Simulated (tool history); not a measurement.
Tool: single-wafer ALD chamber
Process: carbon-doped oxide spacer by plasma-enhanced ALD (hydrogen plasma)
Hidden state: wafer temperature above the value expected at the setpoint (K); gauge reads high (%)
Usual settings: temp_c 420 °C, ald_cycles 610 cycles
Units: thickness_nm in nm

| run | hour | temp_c | ald_cycles | wafers since the last listed run | hours since the last thermocouple change | hours since the gauge calibration | read-back reference wafer on the same gauge, thickness_nm | thickness_nm |
|---|---|---|---|---|---|---|---|---|
| 1 | 0 | 420 | 514 | 0 | 1071.8 | 196 | 30.555 | 25.214 |
| 2 | 8.3 | 420 | 514 | 6 | 1080.1 | 204.3 | 30.572 | 25.338 |
| 3 | 18.2 | 420 | 514 | 7 | 1090 | 214.2 | 30.588 | 25.489 |
| 4 | 30.8 | 431 | 610 | 9 | 1102.6 | 226.8 | 30.589 | 29.29 |
| 5 | 38.1 | 431 | 610 | 5 | 1109.9 | 234.1 | 30.606 | 29.211 |
| 6 | 47.2 | 420 | 610 | 6 | 1119 | 243.2 | 30.641 | 30.25 |
| 7 | 64.6 | 420 | 610 | 13 | 1136.4 | 260.6 | 30.664 | 30.147 |
| 8 | 96.9 | 427 | 679 | 24 | 1168.7 | 292.9 | 30.683 | 32.959 |
| 9 | 113 | 427 | 679 | 12 | 1184.8 | 309 | 30.707 | 33.017 |
| 10 | 124.4 | 427 | 679 | 8 | 1196.2 | 320.4 | 30.759 | 33.118 |
| 11 | 142.2 | 420 | 610 | 13 | 1214 | 338.2 | 30.771 | 30.232 |
| 12 | 155.7 | 420 | 610 | 10 | 1227.5 | 351.7 | 30.792 | 30.233 |
|  | 177.3 | thermocouple changed; heater temperature recalibrated |
| 13 | 177.8 | 420 | 610 | 10 | 0.5 | 373.8 | 30.855 | 30.392 |
| 14 | 185.8 | 420 | 610 | 6 | 8.5 | 381.8 | 30.872 | 30.411 |
| 15 | 197.1 | 420 | 610 | 8 | 19.8 | 393.1 | 30.898 | 30.403 |
| 16 | 211.6 | 420 | 610 | 10 | 34.3 | 407.6 | 30.905 | 30.449 |
| 17 | 221.3 | 420 | 610 | 7 | 44 | 417.3 | 30.939 | 30.372 |
| 18 | 229 | 420 | 532 | 5 | 51.7 | 425 | 30.949 | 26.582 |
| 19 | 244.3 | 409 | 728 | 11 | 67 | 440.3 | 30.99 | 37.707 |
| 20 | 253.7 | 426 | 705 | 7 | 76.4 | 449.7 | 31.001 | 34.761 |
| 21 | 260.3 | 420 | 610 | 4 | 83 | 456.3 | 31.042 | 30.489 |
| 22 | 267.3 | 408 | 729 | 5 | 90 | 463.3 | 31.038 | 37.713 |
|  | 273.2 | gauge calibrated |
| 23 | 276.7 | 415 | 523 | 7 | 99.4 | 3.5 | 30.402 | 26.171 |
| 24 | 285.8 | 420 | 514 | 6 | 108.5 | 12.6 | 30.43 | 25.222 |
| 25 | 301.5 | 428 | 542 | 11 | 124.2 | 28.3 | 30.433 | 25.912 |
| 26 | 309 | 413 | 529 | 5 | 131.7 | 35.8 | 30.425 | 26.528 |
| 27 | 317.8 | 414 | 492 | 6 | 140.5 | 44.6 | 30.428 | 24.568 |
| 28 | 329.6 | 434 | 610 | 8 | 152.3 | 56.4 | 30.42 | 28.743 |
| 29 | 344.5 | 428 | 610 | 11 | 167.2 | 71.3 | 30.422 | 29.282 |
| 30 | 361.6 | 420 | 610 | 12 | 184.3 | 88.4 | 30.444 | 29.984 |
| 31 | 367.7 | 420 | 514 | 4 | 190.4 | 94.5 | 30.449 | 25.245 |
| 32 | 384.7 | 414 | 499 | 12 | 207.4 | 111.5 | 30.443 | 25.02 |
| 33 | 391.6 | 420 | 727 | 5 | 214.3 | 118.4 | 30.454 | 35.622 |
| 34 | 406.3 | 411 | 531 | 11 | 229 | 133.1 | 30.469 | 26.641 |

The tool's hidden state at each run:
wafer temperature above the value expected at the setpoint (K): 0 in every run
H1: gauge reads high (%)
| run | H1 |
|---|---|
| 1 | 0.552 |
| 2 | 0.581 |
| 3 | 0.618 |
| 4 | 0.668 |
| 5 | 0.697 |
| 6 | 0.736 |
| 7 | 0.814 |
| 8 | 0.972 |
| 9 | 1.06 |
| 10 | 1.12 |
| 11 | 1.23 |
| 12 | 1.31 |
| 13 | 1.45 |
| 14 | 1.5 |
| 15 | 1.58 |
| 16 | 1.69 |
| 17 | 1.76 |
| 18 | 1.81 |
| 19 | 1.93 |
| 20 | 2.01 |
| 21 | 2.06 |
| 22 | 2.12 |
| 23 | 0.0707 |
| 24 | 0.072 |
| 25 | 0.0777 |
| 26 | 0.082 |
| 27 | 0.0883 |
| 28 | 0.0988 |
| 29 | 0.116 |
| 30 | 0.14 |
| 31 | 0.15 |
| 32 | 0.181 |
| 33 | 0.195 |
| 34 | 0.228 |
